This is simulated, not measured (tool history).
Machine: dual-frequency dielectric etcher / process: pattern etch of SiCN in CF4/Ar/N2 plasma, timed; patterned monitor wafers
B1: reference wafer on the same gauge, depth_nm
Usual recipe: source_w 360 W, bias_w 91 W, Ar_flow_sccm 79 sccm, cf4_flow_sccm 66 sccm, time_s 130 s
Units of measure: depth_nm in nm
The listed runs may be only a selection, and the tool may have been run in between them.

{"run": 1, "hour": 0.0, "source_w": 360, "bias_w": 91, "Ar_flow_sccm": 79, "cf4_flow_sccm": 66, "time_s": 130, "B1": 117.0, "depth_nm": 98.3}
{"hour": 7.2, "done": "source power generator calibrated"}
{"run": 2, "hour": 44.6, "source_w": 360, "bias_w": 91, "Ar_flow_sccm": 79, "cf4_flow_sccm": 66, "time_s": 130, "B1": 117.0, "depth_nm": 100.9}
{"hour": 116.4, "done": "wet clean of the chamber"}
{"run": 3, "hour": 131.2, "source_w": 360, "bias_w": 91, "Ar_flow_sccm": 79, "cf4_flow_sccm": 66, "time_s": 130, "B1": 117.0, "depth_nm": 101.4}
{"run": 4, "hour": 176.5, "source_w": 360, "bias_w": 91, "Ar_flow_sccm": 87, "cf4_flow_sccm": 66, "time_s": 130, "B1": 117.0, "depth_nm": 99.3}
{"run": 5, "hour": 226.5, "source_w": 360, "bias_w": 91, "Ar_flow_sccm": 79, "cf4_flow_sccm": 66, "time_s": 130, "B1": 117.1, "depth_nm": 101.0}
{"run": 6, "hour": 289.4, "source_w": 360, "bias_w": 98, "Ar_flow_sccm": 79, "cf4_flow_sccm": 66, "time_s": 130, "B1": 116.9, "depth_nm": 103.2}
{"run": 7, "hour": 387.6, "source_w": 360, "bias_w": 71, "Ar_flow_sccm": 84, "cf4_flow_sccm": 66, "time_s": 108, "B1": 117.0, "depth_nm": 77.4}
{"run": 8, "hour": 428.2, "source_w": 360, "bias_w": 91, "Ar_flow_sccm": 79, "cf4_flow_sccm": 66, "time_s": 130, "B1": 117.0, "depth_nm": 101.3}
{"run": 9, "hour": 495.2, "source_w": 360, "bias_w": 91, "Ar_flow_sccm": 79, "cf4_flow_sccm": 66, "time_s": 163, "B1": 117.0, "depth_nm": 126.5}
{"run": 10, "hour": 578.6, "source_w": 410, "bias_w": 91, "Ar_flow_sccm": 79, "cf4_flow_sccm": 66, "time_s": 118, "B1": 117.0, "depth_nm": 103.0}
{"hour": 640.1, "done": "wet clean of the chamber"}
{"run": 11, "hour": 645.9, "source_w": 360, "bias_w": 91, "Ar_flow_sccm": 79, "cf4_flow_sccm": 76, "time_s": 130, "B1": 117.0, "depth_nm": 101.5}
{"run": 12, "hour": 726.3, "source_w": 360, "bias_w": 91, "Ar_flow_sccm": 79, "cf4_flow_sccm": 55, "time_s": 130, "B1": 117.0, "depth_nm": 99.2}
{"run": 13, "hour": 776.7, "source_w": 360, "bias_w": 76, "Ar_flow_sccm": 92, "cf4_flow_sccm": 82, "time_s": 130, "B1": 117.0, "depth_nm": 94.7}
{"hour": 856.4, "done": "Ar flow controller replaced"}
{"run": 14, "hour": 867.4, "source_w": 430, "bias_w": 103, "Ar_flow_sccm": 87, "cf4_flow_sccm": 66, "time_s": 130, "B1": 117.0, "depth_nm": 120.4}
{"run": 15, "hour": 946.2, "source_w": 360, "bias_w": 69, "Ar_flow_sccm": 70, "cf4_flow_sccm": 66, "time_s": 160, "B1": 117.0, "depth_nm": 116.5}
{"run": 16, "hour": 1040.5, "source_w": 270, "bias_w": 91, "Ar_flow_sccm": 79, "cf4_flow_sccm": 61, "time_s": 103, "B1": 117.0, "depth_nm": 60.7}

Run 17 has not been measured yet. What should we expect?
{"hour": 1107.1, "done": "wet clean of the chamber"}
{"run": 17, "hour": 1148.0, "source_w": 330, "bias_w": 73, "Ar_flow_sccm": 69, "cf4_flow_sccm": 66, "time_s": 130, "B1": "?", "depth_nm": "?"}

{"run 17": {"B1": 117.0, "depth_nm": 89.0}}
The same run, on a tool lacking any hidden state, would have yielded depth_nm 89.6 nm.

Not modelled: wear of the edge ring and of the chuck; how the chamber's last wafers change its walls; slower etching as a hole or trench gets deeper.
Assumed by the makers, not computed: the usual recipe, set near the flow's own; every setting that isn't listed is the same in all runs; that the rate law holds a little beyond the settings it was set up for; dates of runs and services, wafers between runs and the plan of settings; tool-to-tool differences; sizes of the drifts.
